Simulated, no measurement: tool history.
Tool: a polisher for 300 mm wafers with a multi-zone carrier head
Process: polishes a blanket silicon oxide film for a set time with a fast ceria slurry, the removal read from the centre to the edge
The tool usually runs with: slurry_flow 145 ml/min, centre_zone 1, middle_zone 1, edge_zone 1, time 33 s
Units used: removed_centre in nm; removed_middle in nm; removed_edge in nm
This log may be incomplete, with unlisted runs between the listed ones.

run,hour,slurry_flow,centre_zone,middle_zone,edge_zone,time,"incoming thickness of the incoming film, nm",removed_centre,removed_middle,removed_edge
1,0,145,1,1,1,33,3900.3,446,428.5,446
2,11.9,145,1,1,1,33,3915.5,442.3,425,429.7
3,28.5,145,1,1,1,33,3809.1,436,411.9,423.9
4,40.7,145,1,1,1,33,3859,434.7,416.8,426.5
5,54.5,145,1,1,1,33,3937.3,425.4,412.5,424.6
6,65.5,145,1,1,1,33,3853.4,425.6,407.1,414.3
# hour 76.9: slurry nozzle cleaned
7,80.4,145,1,1,1,33,3816,420.5,405.5,423.5
# hour 101.7: carrier head's membrane replaced by a new one
8,102.2,160,1.11,0.95,0.9,33,3814,467.1,393.5,403.4
9,115,130,0.96,1,1.03,40,3793.2,479.5,479.6,498.3
10,122.9,160,0.95,0.89,0.9,33,3839.5,410.9,371.6,394.7

The next listed run, before its measurement:
# hour 125.4: edge zone pressure recalibrated
# hour 127: worn pad replaced by a new one
11,140.4,105,1,1,1,33,3857.7,?,?,?

Run 11 produced removed_centre 408.8 nm, removed_middle 391.3 nm, removed_edge 414.5 nm.
Take away the tool's hidden state, keep the run-to-run variation as it was, and the same run would have given removed_centre 424.5 nm, removed_middle 406.3 nm, removed_edge 430.4 nm.
